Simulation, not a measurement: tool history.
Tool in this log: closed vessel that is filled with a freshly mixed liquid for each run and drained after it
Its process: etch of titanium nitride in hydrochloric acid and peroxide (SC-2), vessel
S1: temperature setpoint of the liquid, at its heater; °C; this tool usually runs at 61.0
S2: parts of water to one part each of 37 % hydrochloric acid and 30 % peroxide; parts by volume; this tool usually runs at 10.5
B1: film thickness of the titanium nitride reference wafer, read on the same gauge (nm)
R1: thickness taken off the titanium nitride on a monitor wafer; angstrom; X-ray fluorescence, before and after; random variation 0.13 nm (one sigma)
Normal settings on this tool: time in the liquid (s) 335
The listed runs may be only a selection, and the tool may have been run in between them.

Run 1, hour 0.0: usual settings; B1 40.00. Result: R1 248.7 angstrom.
Run 2, hour 10.3: usual settings; B1 40.01. Result: R1 249.5 angstrom.
Run 3, hour 26.1: usual settings; B1 40.01. Result: R1 249.5 angstrom.
Run 4, hour 41.1: usual settings; B1 40.02. Result: R1 250.1 angstrom.
Run 5, hour 50.7: usual settings; B1 40.01. Result: R1 249.7 angstrom.
At hour 57.7: thermometer replaced.
At hour 59.1: gauge calibrated.
Run 6, hour 61.0: usual settings; B1 39.99. Result: R1 248.5 angstrom.
Run 7, hour 69.2: usual settings; B1 39.99. Result: R1 247.6 angstrom.
Run 8, hour 87.0: usual settings; B1 40.00. Result: R1 249.0 angstrom.
Run 9, hour 94.4: usual settings but S1 65.0 °C, time in the liquid (s) 525; B1 40.00. Result: R1 503.1 angstrom.
Run 10, hour 101.6: usual settings but S1 64.5 °C; B1 40.02. Result: R1 311.8 angstrom.
Run 11, hour 118.7: usual settings but S1 65.0 °C, time in the liquid (s) 205; B1 39.98. Result: R1 194.7 angstrom.
Run 12, hour 129.4: usual settings but S1 53.0 °C, S2 13.5 parts by volume, time in the liquid (s) 155; B1 40.01. Result: R1 55.4 angstrom.
Run 13, hour 140.3: usual settings; B1 39.98. Result: R1 247.9 angstrom.
Run 14, hour 151.1: usual settings but S2 7.0 parts by volume; B1 39.98. Result: R1 345.2 angstrom.
Run 15, hour 159.0: usual settings but S1 56.0 °C; B1 40.00. Result: R1 179.6 angstrom.
At hour 163.5: new drum of peroxide connected.
Run 16, hour 165.5: usual settings but S1 57.0 °C, time in the liquid (s) 175; B1 40.00. Result: R1 105.5 angstrom.
Run 17, hour 180.4: usual settings but S1 67.0 °C, S2 15.5 parts by volume, time in the liquid (s) 510; B1 40.00. Result: R1 411.0 angstrom.
Run 18, hour 186.9: usual settings but S1 63.5 °C, S2 8.5 parts by volume; B1 39.96. Result: R1 360.9 angstrom.
Run 19, hour 206.9: usual settings but S2 15.5 parts by volume; B1 39.98. Result: R1 185.9 angstrom.
Run 20, hour 217.5: usual settings but S2 6.0 parts by volume, time in the liquid (s) 240; B1 39.99. Result: R1 291.5 angstrom.
Run 21, hour 230.5: usual settings; B1 40.00. Result: R1 260.8 angstrom.
Run 22, hour 247.5: usual settings but S1 53.5 °C, time in the liquid (s) 155; B1 40.02. Result: R1 74.1 angstrom.
Run 23, hour 258.2: usual settings but S1 57.0 °C, S2 9.0 parts by volume, time in the liquid (s) 490; B1 40.01. Result: R1 339.2 angstrom.
Run 24, hour 272.1: usual settings but S1 56.5 °C; B1 40.00. Result: R1 195.8 angstrom.
Run 25, hour 284.2: usual settings but S1 67.5 °C, S2 13.5 parts by volume, time in the liquid (s) 175; B1 40.01. Result: R1 163.4 angstrom.
Run 26, hour 298.4: usual settings but S1 64.5 °C, S2 15.5 parts by volume; B1 40.00. Result: R1 230.7 angstrom.
Run 27, hour 306.7: usual settings but S1 66.0 °C, S2 9.0 parts by volume, time in the liquid (s) 145; B1 39.97. Result: R1 173.6 angstrom.
Run 28, hour 327.6: usual settings but S2 9.0 parts by volume, time in the liquid (s) 205; B1 39.99. Result: R1 178.1 angstrom.
Run 29, hour 340.2: usual settings; B1 40.00. Result: R1 259.2 angstrom.

Predict each of these 4 candidate next runs independently; none follows another, all start after run 29:
Run A, hour 340.9: usual settings; B1 ?. Result: R1 ?.
Run B, hour 340.9: usual settings but S1 56.0 °C, S2 12.5 parts by volume, time in the liquid (s) 530; B1 ?. Result: R1 ?.
Run C, hour 340.9: usual settings but S1 68.5 °C, time in the liquid (s) 400; B1 ?. Result: R1 ?.
Run D, hour 340.9: usual settings but S2 8.0 parts by volume, time in the liquid (s) 160; B1 ?. Result: R1 ?.

run     B1     R1
  A  40.00  258.2
  B  40.00  256.6
  C  40.00  487.1
  D  40.00  154.1
What these runs would have given with no unlogged condition in the tool:
run     R1
  A  261.8
  B  260.2
  C  493.9
  D  156.3
